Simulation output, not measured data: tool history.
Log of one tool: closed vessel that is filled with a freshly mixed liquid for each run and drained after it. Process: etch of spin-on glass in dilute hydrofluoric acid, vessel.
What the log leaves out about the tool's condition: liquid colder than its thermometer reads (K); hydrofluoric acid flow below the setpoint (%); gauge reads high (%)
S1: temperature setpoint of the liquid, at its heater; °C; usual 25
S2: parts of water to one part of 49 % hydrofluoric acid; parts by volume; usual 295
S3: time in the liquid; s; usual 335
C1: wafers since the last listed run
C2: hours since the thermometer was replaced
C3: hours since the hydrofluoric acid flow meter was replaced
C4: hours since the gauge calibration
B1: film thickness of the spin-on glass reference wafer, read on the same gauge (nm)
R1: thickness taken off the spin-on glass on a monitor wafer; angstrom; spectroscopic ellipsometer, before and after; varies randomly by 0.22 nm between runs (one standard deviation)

run 1 hour=0 | S1=25 S2=295 S3=335 | C1=0 C2=633.8 C3=1367.1 C4=1388.8 | B1=60 | R1=369.4
run 2 hour=43.5 | S1=25 S2=295 S3=335 | C1=2176 C2=677.3 C3=1410.6 C4=1432.3 | B1=60.01 | R1=374.6
run 3 hour=146.4 | S1=25 S2=295 S3=335 | C1=5149 C2=780.2 C3=1513.5 C4=1535.2 | B1=59.99 | R1=369.3
run 4 hour=219.8 | S1=27.5 S2=295 S3=335 | C1=3672 C2=853.6 C3=1586.9 C4=1608.6 | B1=60.02 | R1=404.7
run 5 hour=323.7 | S1=27.5 S2=295 S3=335 | C1=5199 C2=957.5 C3=1690.8 C4=1712.5 | B1=59.98 | R1=407.1
-- hour=495.1 hydrofluoric acid flow meter replaced
run 6 hour=522.7 | S1=27.5 S2=295 S3=335 | C1=9907 C2=1156.5 C3=27.6 C4=1911.5 | B1=59.99 | R1=420.4
run 7 hour=591.1 | S1=25 S2=295 S3=335 | C1=3422 C2=1224.9 C3=96 C4=1979.9 | B1=60.01 | R1=385
run 8 hour=655 | S1=25 S2=295 S3=335 | C1=3197 C2=1288.8 C3=159.9 C4=2043.8 | B1=60.03 | R1=383.9
run 9 hour=929.5 | S1=25 S2=295 S3=335 | C1=13735 C2=1563.3 C3=434.4 C4=2318.3 | B1=60 | R1=386.2
run 10 hour=985.7 | S1=25 S2=295 S3=335 | C1=2812 C2=1619.5 C3=490.6 C4=2374.5 | B1=59.99 | R1=378.1
run 11 hour=1042.6 | S1=25 S2=365 S3=390 | C1=2847 C2=1676.4 C3=547.5 C4=2431.4 | B1=60 | R1=334.3
-- hour=1061.5 gauge calibrated
run 12 hour=1115.6 | S1=22.5 S2=295 S3=335 | C1=3652 C2=1749.4 C3=620.5 C4=54.1 | B1=60.02 | R1=348.4
run 13 hour=1220.6 | S1=23 S2=355 S3=335 | C1=5254 C2=1854.4 C3=725.5 C4=159.1 | B1=60.03 | R1=280.1
run 14 hour=1297.9 | S1=29.5 S2=340 S3=335 | C1=3868 C2=1931.7 C3=802.8 C4=236.4 | B1=60.03 | R1=360.9
run 15 hour=1404.9 | S1=25 S2=295 S3=335 | C1=5354 C2=2038.7 C3=909.8 C4=343.4 | B1=60 | R1=374.1
run 16 hour=1495 | S1=28 S2=430 S3=515 | C1=4508 C2=2128.8 C3=999.9 C4=433.5 | B1=60 | R1=385
run 17 hour=1536.5 | S1=25 S2=380 S3=335 | C1=2076 C2=2170.3 C3=1041.4 C4=475 | B1=60.01 | R1=268.8
run 18 hour=1625.8 | S1=25 S2=295 S3=335 | C1=4468 C2=2259.6 C3=1130.7 C4=564.3 | B1=60.03 | R1=376.5
run 19 hour=1712.1 | S1=23.5 S2=395 S3=475 | C1=4318 C2=2345.9 C3=1217 C4=650.6 | B1=59.99 | R1=344.9
run 20 hour=1777 | S1=22.5 S2=295 S3=335 | C1=3247 C2=2410.8 C3=1281.9 C4=715.5 | B1=59.97 | R1=346.5
run 21 hour=1839.4 | S1=25 S2=295 S3=335 | C1=3122 C2=2473.2 C3=1344.3 C4=777.9 | B1=59.97 | R1=378.2
run 22 hour=1924.7 | S1=25 S2=385 S3=495 | C1=4268 C2=2558.5 C3=1429.6 C4=863.2 | B1=59.98 | R1=387
-- hour=1943.7 thermometer replaced
-- hour=2141.5 hydrofluoric acid flow meter replaced
run 23 hour=2172.2 | S1=25 S2=380 S3=500 | C1=12284 C2=228.5 C3=30.7 C4=1110.7 | B1=59.98 | R1=410.1
run 24 hour=2210.6 | S1=25 S2=190 S3=145 | C1=1921 C2=266.9 C3=69.1 C4=1149.1 | B1=59.99 | R1=286.4

What does the tool deliver on the next run?
run 25 hour=2277.3 | S1=29 S2=240 S3=335 | C1=3337 C2=333.6 C3=135.8 C4=1215.8 | B1=? | R1=?

Run 25 gave B1 59.99, R1 570.1 angstrom.
If the tool had no hidden condition, the same run with the same run-to-run variation would have returned R1 573.7 angstrom.
